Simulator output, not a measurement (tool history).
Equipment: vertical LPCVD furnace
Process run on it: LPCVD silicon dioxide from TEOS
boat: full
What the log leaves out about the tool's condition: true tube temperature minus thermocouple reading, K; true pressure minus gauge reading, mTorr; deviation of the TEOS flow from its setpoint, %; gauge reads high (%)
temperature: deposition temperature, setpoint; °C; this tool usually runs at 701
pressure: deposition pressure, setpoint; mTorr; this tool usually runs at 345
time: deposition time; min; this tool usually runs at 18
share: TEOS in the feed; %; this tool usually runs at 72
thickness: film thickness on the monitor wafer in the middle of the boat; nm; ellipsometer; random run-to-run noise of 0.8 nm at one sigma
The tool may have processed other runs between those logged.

run	day	temperature	pressure	time	share	wafers since the last listed run	hours since the last temperature calibration	hours since the pressure gauge was zeroed	hours since the TEOS flow controller was replaced	hours since the gauge calibration	read-back reference wafer on the same gauge, thickness	thickness
1	0	701	345	18	72	0	1845.4	940.8	5655.5	870.1	152.91	139.86
2	2.438	701	345	18	72	965	1903.9	999.3	5714	928.6	152.76	139.68
3	5.262	701	285	18	72	1119	1971.7	1067.1	5781.8	996.4	152.91	126.36
4	7.871	701	345	18	68	1033	2034.3	1129.7	5844.4	1059	153.18	135.69
# day 10.1: thermocouples replaced and temperature profile calibrated
5	10.121	697	305	18	72	495	0.5	1183.7	5898.4	1113	152.82	117.83
# day 12.675: TEOS flow controller replaced
6	12.696	701	345	18	72	624	62.3	1245.5	0.5	1174.8	153.36	138.74
7	14.671	701	345	18	72	782	109.7	1292.9	47.9	1222.2	152.72	139.55
8	17.475	701	345	18	72	1111	177	1360.2	115.2	1289.5	153.34	138.8
9	19.183	711	345	18	78	676	218	1401.2	156.2	1330.5	153.27	182.31
10	21.771	701	310	21	72	1025	280.1	1463.3	218.3	1392.6	153.02	151.68
# day 25.871: gauge calibrated
11	28.733	690	430	14.5	60	2758	447.2	1630.4	385.4	68.7	153.11	88.02
12	31.267	698	420	14	72	1003	508	1691.2	446.2	129.5	152.8	110.45
# day 32.35: pressure gauge zeroed
13	34.233	711	345	18	62	779	579.2	45.2	517.4	200.7	153	166.24
14	36.162	701	345	22.5	72	764	625.5	91.5	563.7	247	152.92	176.9
15	38.862	711	345	12.5	83	1069	690.3	156.3	628.5	311.8	152.92	133.11
16	39.942	701	410	18	80	427	716.2	182.2	654.4	337.7	152.79	162.72
17	41.762	701	345	11.5	76	721	759.9	225.9	698.1	381.4	153.09	93.21
18	43.275	701	345	13.5	72	599	796.2	262.2	734.4	417.7	153.15	105.16
19	48.825	701	345	13	86	2199	929.4	395.4	867.6	550.9	152.71	111.84
20	50.242	701	410	18	65	561	963.4	429.4	901.6	584.9	152.93	145.65
21	52.788	701	345	18	72	1008	1024.5	490.5	962.7	646	152.88	141.65
22	55.758	701	345	16	86	1177	1095.8	561.8	1034	717.3	152.82	137.16
23	57.146	697	305	18	72	549	1129.1	595.1	1067.3	750.6	152.85	119.64
24	58.267	701	345	15.5	82	444	1156	622	1094.2	777.5	153.36	129.08
25	60.942	712	315	24.5	81	1059	1220.2	686.2	1158.4	841.7	153.18	248.91
26	63.246	701	345	18	72	913	1275.5	741.5	1213.7	897	153.02	140.17
27	65.492	701	345	11	72	889	1329.4	795.4	1267.6	950.9	152.75	85.57
28	66.696	695	345	18	78	477	1358.3	824.3	1296.5	979.8	152.57	128.01
29	69.288	701	345	18	72	1026	1420.5	886.5	1358.7	1042	152.97	141.31
30	71.846	708	345	18	63	1013	1481.9	947.9	1420.1	1103.4	153.03	154.11

Take each entry between the runs: how does the hidden state at the last listed run before it differ from the hidden state at the first listed run after it?
After run 4, before run 5: thermocouples replaced and temperature profile calibrated (day 10.1)
  true pressure minus gauge reading, mTorr: -9.71 -> -10.6
  difference, measured minus the result without the unlogged condition, thickness: -1.95 -> -2.1 nm
After run 5, before run 6: TEOS flow controller replaced (day 12.675)
  true pressure minus gauge reading, mTorr: -10.6 -> -11.7
  difference, measured minus the result without the unlogged condition, thickness: -2.1 -> -2.42 nm
After run 10, before run 11: gauge calibrated (day 25.871)
  true pressure minus gauge reading, mTorr: -15.9 -> -19.7
  difference, measured minus the result without the unlogged condition, thickness: -4.05 -> -2.09 nm
After run 12, before run 13: pressure gauge zeroed (day 32.35)
  true pressure minus gauge reading, mTorr: -21.1 -> 0.878
  difference, measured minus the result without the unlogged condition, thickness: -2.88 -> +0.21 nm
